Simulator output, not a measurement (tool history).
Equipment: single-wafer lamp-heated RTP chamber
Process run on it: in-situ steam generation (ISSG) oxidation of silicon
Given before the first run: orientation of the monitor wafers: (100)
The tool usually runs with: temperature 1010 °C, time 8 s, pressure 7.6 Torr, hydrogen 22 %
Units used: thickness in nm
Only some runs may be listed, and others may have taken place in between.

run    hour  temperature  time  pressure  hydrogen  read-back reference wafer on the same gauge, thickness  thickness
  1       0         1010     8       7.3        22                                                   3.619      4.294
  2    80.4         1010     8       7.3        22                                                   3.624      4.359
      151.4  -- pyrometer window cleaned and pyrometer calibrated
  3   167.1         1010     8       7.3        22                                                   3.619      4.213
  4     241         1010     8       7.6        22                                                   3.618      4.293
  5   333.6         1010     8       7.6        22                                                   3.621      4.342
      428.1  -- pyrometer window cleaned and pyrometer calibrated
      438.2  -- pressure gauge zeroed
  6   438.7         1010     8       7.6        30                                                   3.624      4.695
  7   473.6         1010     8       7.6        30                                                   3.622      4.718
      489.7  -- gauge calibrated
  8   540.4         1010     8       6.9        22                                                   3.625      4.287
  9   603.4         1010     9       7.6        20                                                   3.621      4.457
 10   667.1         1016    10       7.6        22                                                   3.624      4.936
      704.8  -- pyrometer window cleaned and pyrometer calibrated
 11   717.9         1010     8       7.6        19                                                   3.619      4.095
      756.8  -- hydrogen flow controller replaced
 12   789.5         1016     8       6.9        12                                                   3.624      3.716
 13   884.2         1010    10       7.6        27                                                   3.624       5.06
      979.8  -- pyrometer window cleaned and pyrometer calibrated
 14   980.3         1002     7       7.6        22                                                   3.626      3.957
 15  1061.5         1010     8       7.6        22                                                   3.624      4.307
 16  1136.1          994    11       8.7        31                                                   3.621      5.121
 17  1242.9          994    11       7.6        22                                                   3.611      4.804
     1285.5  -- pyrometer window cleaned and pyrometer calibrated
     1290.9  -- gauge calibrated
 18  1319.4          991     5       7.6        16                                                   3.627       3.09
 19  1359.8         1002     7       7.6        22                                                   3.612      3.991

Some steps in thickness between neighbouring runs. How much of each would the tool show without its hidden state too (settings, what came in, random variation), and how much is left for the hidden state, with any gauge scatter that isn't in both results?
The tool's hidden condition here consists of: true wafer temperature minus pyrometer reading, K; true pressure minus gauge reading, Torr; deviation of the hydrogen flow from its setpoint, %; gauge reads high (%).
Run 17 -> 18: temperature 994 -> 991, time 11 -> 5, hydrogen 22 -> 16, pyrometer window cleaned and pyrometer calibrated, gauge calibrated. thickness -1.714 nm: hidden state -0.158, all else -1.556.

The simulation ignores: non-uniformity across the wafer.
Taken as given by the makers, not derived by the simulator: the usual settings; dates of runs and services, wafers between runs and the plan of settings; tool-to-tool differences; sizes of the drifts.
